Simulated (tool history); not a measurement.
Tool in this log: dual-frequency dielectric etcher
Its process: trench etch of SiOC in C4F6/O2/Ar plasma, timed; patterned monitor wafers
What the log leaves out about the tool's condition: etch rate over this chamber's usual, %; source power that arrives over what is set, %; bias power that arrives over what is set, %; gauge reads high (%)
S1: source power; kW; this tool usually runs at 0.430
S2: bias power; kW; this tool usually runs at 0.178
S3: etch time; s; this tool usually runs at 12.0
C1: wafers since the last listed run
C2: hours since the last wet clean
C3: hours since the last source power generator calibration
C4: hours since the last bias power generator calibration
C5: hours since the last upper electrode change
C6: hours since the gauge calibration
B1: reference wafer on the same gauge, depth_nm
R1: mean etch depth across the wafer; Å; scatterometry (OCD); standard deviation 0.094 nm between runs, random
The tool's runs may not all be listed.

run,hour,S1,S2,S3,C1,C2,C3,C4,C5,C6,B1,R1
1,0.0,0.430,0.178,9.5,0,340.3,1017.6,1938.4,3744.7,2331.7,25.99,197.2
2,94.1,0.430,0.178,9.5,1226,434.4,1111.7,2032.5,3838.8,2425.8,25.98,198.1
3,191.0,0.430,0.178,9.5,1263,531.3,1208.6,2129.4,3935.7,2522.7,26.00,198.9
# hour 245.1: wet clean of the chamber
4,245.6,0.430,0.178,12.0,398,0.5,1263.2,2184.0,3990.3,2577.3,25.98,245.1
5,314.6,0.430,0.178,12.0,899,69.5,1332.2,2253.0,4059.3,2646.3,25.99,245.1
# hour 344.9: bias power generator calibrated
6,402.1,0.430,0.178,12.0,1088,157.0,1419.7,57.2,4146.8,2733.8,26.00,247.3
7,497.2,0.430,0.178,12.0,1239,252.1,1514.8,152.3,4241.9,2828.9,25.96,248.7
# hour 514.5: gauge calibrated
8,540.6,0.430,0.178,12.0,565,295.5,1558.2,195.7,4285.3,26.1,26.01,249.0
# hour 618.0: source power generator calibrated
9,647.2,0.350,0.178,12.0,1337,402.1,29.2,302.3,4391.9,132.7,25.98,239.6
10,700.6,0.540,0.137,10.0,696,455.5,82.6,355.7,4445.3,186.1,26.00,200.1
# hour 725.5: upper electrode replaced
11,755.0,0.380,0.205,10.5,396,509.9,137.0,410.1,29.5,240.5,25.99,226.7
# hour 812.4: wet clean of the chamber
12,843.0,0.490,0.197,14.0,834,30.6,225.0,498.1,117.5,328.5,26.00,306.8
13,927.2,0.430,0.178,12.0,1097,114.8,309.2,582.3,201.7,412.7,26.05,248.5
14,997.8,0.350,0.178,10.0,920,185.4,379.8,652.9,272.3,483.3,26.00,197.9
15,1099.1,0.470,0.214,15.0,1320,286.7,481.1,754.2,373.6,584.6,25.99,342.5
16,1180.7,0.430,0.178,12.0,1063,368.3,562.7,835.8,455.2,666.2,25.96,251.4
17,1233.7,0.480,0.193,12.0,691,421.3,615.7,888.8,508.2,719.2,26.01,264.7
18,1270.2,0.530,0.178,13.5,475,457.8,652.2,925.3,544.7,755.7,25.99,294.0
# hour 1302.3: wet clean of the chamber
19,1373.4,0.430,0.178,12.0,1032,71.1,755.4,1028.5,647.9,858.9,26.03,246.2
20,1460.5,0.430,0.178,12.0,1135,158.2,842.5,1115.6,735.0,946.0,25.96,249.6
21,1541.2,0.430,0.190,12.0,1052,238.9,923.2,1196.3,815.7,1026.7,25.99,255.7
22,1591.0,0.390,0.178,12.0,649,288.7,973.0,1246.1,865.5,1076.5,26.03,244.0
23,1672.1,0.460,0.178,12.0,1057,369.8,1054.1,1327.2,946.6,1157.6,26.00,253.5
24,1778.5,0.430,0.140,10.5,1387,476.2,1160.5,1433.6,1053.0,1264.0,26.04,202.5
# hour 1828.7: wet clean of the chamber
25,1864.7,0.430,0.178,12.0,810,36.0,1246.7,1519.8,1139.2,1350.2,26.03,246.9
26,1950.3,0.430,0.135,12.0,1116,121.6,1332.3,1605.4,1224.8,1435.8,26.01,224.9
27,2026.4,0.380,0.151,12.0,992,197.7,1408.4,1681.5,1300.9,1511.9,25.98,228.2
28,2062.5,0.430,0.178,12.0,470,233.8,1444.5,1717.6,1337.0,1548.0,26.01,250.8
29,2102.4,0.540,0.200,12.0,520,273.7,1484.4,1757.5,1376.9,1587.9,26.01,275.4

What if the next run were any one of these 5? Each begins from the tool's condition after run 29:
A,2102.8,0.430,0.210,12.0,5,274.1,1484.8,1757.9,1377.3,1588.3,?,?
B,2102.8,0.320,0.202,9.5,5,274.1,1484.8,1757.9,1377.3,1588.3,?,?
C,2102.8,0.430,0.147,14.0,5,274.1,1484.8,1757.9,1377.3,1588.3,?,?
D,2102.8,0.470,0.178,15.0,5,274.1,1484.8,1757.9,1377.3,1588.3,?,?
E,2102.8,0.380,0.178,14.0,5,274.1,1484.8,1757.9,1377.3,1588.3,?,?

run,B1,R1
A,26.01,266.4
B,26.01,196.8
C,26.01,271.3
D,26.01,318.3
E,26.01,284.9
Without the tool's unlogged condition, the same runs would have read:
run,R1
A,261.6
B,193.3
C,266.5
D,312.6
E,279.8
